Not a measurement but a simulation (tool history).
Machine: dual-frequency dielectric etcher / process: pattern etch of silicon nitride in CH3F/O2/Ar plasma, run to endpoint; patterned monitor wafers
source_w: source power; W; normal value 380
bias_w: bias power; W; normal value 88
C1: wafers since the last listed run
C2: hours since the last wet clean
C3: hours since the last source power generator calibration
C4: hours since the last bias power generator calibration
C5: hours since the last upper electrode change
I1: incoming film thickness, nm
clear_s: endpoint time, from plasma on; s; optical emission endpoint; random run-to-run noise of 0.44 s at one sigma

run 1 day=0 | source_w=440 bias_w=73 | C1=0 C2=263.7 C3=1800.8 C4=1875.5 C5=5145.9 | I1=46.78 | clear_s=58.3
run 2 day=0.608 | source_w=380 bias_w=88 | C1=133 C2=278.3 C3=1815.4 C4=1890.1 C5=5160.5 | I1=46.76 | clear_s=57.1
run 3 day=1.154 | source_w=380 bias_w=88 | C1=119 C2=291.4 C3=1828.5 C4=1903.2 C5=5173.6 | I1=46.65 | clear_s=56.7
run 4 day=1.667 | source_w=380 bias_w=88 | C1=112 C2=303.7 C3=1840.8 C4=1915.5 C5=5185.9 | I1=46.28 | clear_s=55.7
run 5 day=2.008 | source_w=380 bias_w=88 | C1=74 C2=311.9 C3=1849 C4=1923.7 C5=5194.1 | I1=47.15 | clear_s=56.9
run 6 day=2.567 | source_w=350 bias_w=88 | C1=122 C2=325.3 C3=1862.4 C4=1937.1 C5=5207.5 | I1=46.84 | clear_s=58.8
run 7 day=3.133 | source_w=350 bias_w=88 | C1=124 C2=338.9 C3=1876 C4=1950.7 C5=5221.1 | I1=46.69 | clear_s=58.3
run 8 day=3.629 | source_w=350 bias_w=88 | C1=108 C2=350.8 C3=1887.9 C4=1962.6 C5=5233 | I1=46.01 | clear_s=57.5
run 9 day=4.242 | source_w=380 bias_w=102 | C1=134 C2=365.5 C3=1902.6 C4=1977.3 C5=5247.7 | I1=46.49 | clear_s=54.1
run 10 day=4.567 | source_w=330 bias_w=94 | C1=71 C2=373.3 C3=1910.4 C4=1985.1 C5=5255.5 | I1=46.59 | clear_s=58.6
run 11 day=5.279 | source_w=330 bias_w=94 | C1=156 C2=390.4 C3=1927.5 C4=2002.2 C5=5272.6 | I1=46.59 | clear_s=58.3
run 12 day=6.004 | source_w=380 bias_w=88 | C1=159 C2=407.8 C3=1944.9 C4=2019.6 C5=5290 | I1=46.63 | clear_s=57
run 13 day=6.533 | source_w=430 bias_w=70 | C1=116 C2=420.5 C3=1957.6 C4=2032.3 C5=5302.7 | I1=46.17 | clear_s=58.5
-- day=6.742 bias power generator calibrated
run 14 day=6.825 | source_w=340 bias_w=71 | C1=27 C2=427.5 C3=1964.6 C4=2 C5=5309.7 | I1=46.69 | clear_s=63.4
-- day=7.879 upper electrode replaced
-- day=7.888 wet clean of the chamber
run 15 day=8.6 | source_w=380 bias_w=88 | C1=168 C2=17.1 C3=2007.2 C4=44.6 C5=17.3 | I1=46.58 | clear_s=56.2
run 16 day=9.204 | source_w=420 bias_w=109 | C1=132 C2=31.6 C3=2021.7 C4=59.1 C5=31.8 | I1=46.69 | clear_s=51
-- day=9.929 source power generator calibrated
run 17 day=9.95 | source_w=440 bias_w=88 | C1=127 C2=49.5 C3=0.5 C4=77 C5=49.7 | I1=47.21 | clear_s=55
run 18 day=10.412 | source_w=440 bias_w=95 | C1=101 C2=60.6 C3=11.6 C4=88.1 C5=60.8 | I1=46.67 | clear_s=52.3
run 19 day=10.712 | source_w=410 bias_w=94 | C1=65 C2=67.8 C3=18.8 C4=95.3 C5=68 | I1=46.86 | clear_s=54.3
run 20 day=10.992 | source_w=340 bias_w=82 | C1=61 C2=74.5 C3=25.5 C4=102 C5=74.7 | I1=46.07 | clear_s=59.2
run 21 day=11.704 | source_w=330 bias_w=88 | C1=156 C2=91.6 C3=42.6 C4=119.1 C5=91.8 | I1=47.03 | clear_s=60.3
run 22 day=12.125 | source_w=380 bias_w=88 | C1=92 C2=101.7 C3=52.7 C4=129.2 C5=101.9 | I1=46.55 | clear_s=57
run 23 day=12.7 | source_w=350 bias_w=108 | C1=126 C2=115.5 C3=66.5 C4=143 C5=115.7 | I1=46.63 | clear_s=54.7

Below are 5 alternative next runs, each starting from the tool's condition after run 23. Predict each:
run A day=12.717 | source_w=380 bias_w=88 | C1=3 C2=115.9 C3=66.9 C4=143.4 C5=116.1 | I1=46.32 | clear_s=?
run B day=12.717 | source_w=320 bias_w=97 | C1=3 C2=115.9 C3=66.9 C4=143.4 C5=116.1 | I1=46.32 | clear_s=?
run C day=12.717 | source_w=320 bias_w=72 | C1=3 C2=115.9 C3=66.9 C4=143.4 C5=116.1 | I1=46.32 | clear_s=?
run D day=12.717 | source_w=460 bias_w=107 | C1=3 C2=115.9 C3=66.9 C4=143.4 C5=116.1 | I1=46.32 | clear_s=?
run E day=12.717 | source_w=470 bias_w=98 | C1=3 C2=115.9 C3=66.9 C4=143.4 C5=116.1 | I1=46.32 | clear_s=?

run=A clear_s=56.9
run=B clear_s=58.4
run=C clear_s=64.9
run=D clear_s=49.6
run=E clear_s=50.8
Without the tool's hidden state the same runs would have given:
run=A clear_s=56.9
run=B clear_s=58.4
run=C clear_s=64.9
run=D clear_s=49.6
run=E clear_s=50.8

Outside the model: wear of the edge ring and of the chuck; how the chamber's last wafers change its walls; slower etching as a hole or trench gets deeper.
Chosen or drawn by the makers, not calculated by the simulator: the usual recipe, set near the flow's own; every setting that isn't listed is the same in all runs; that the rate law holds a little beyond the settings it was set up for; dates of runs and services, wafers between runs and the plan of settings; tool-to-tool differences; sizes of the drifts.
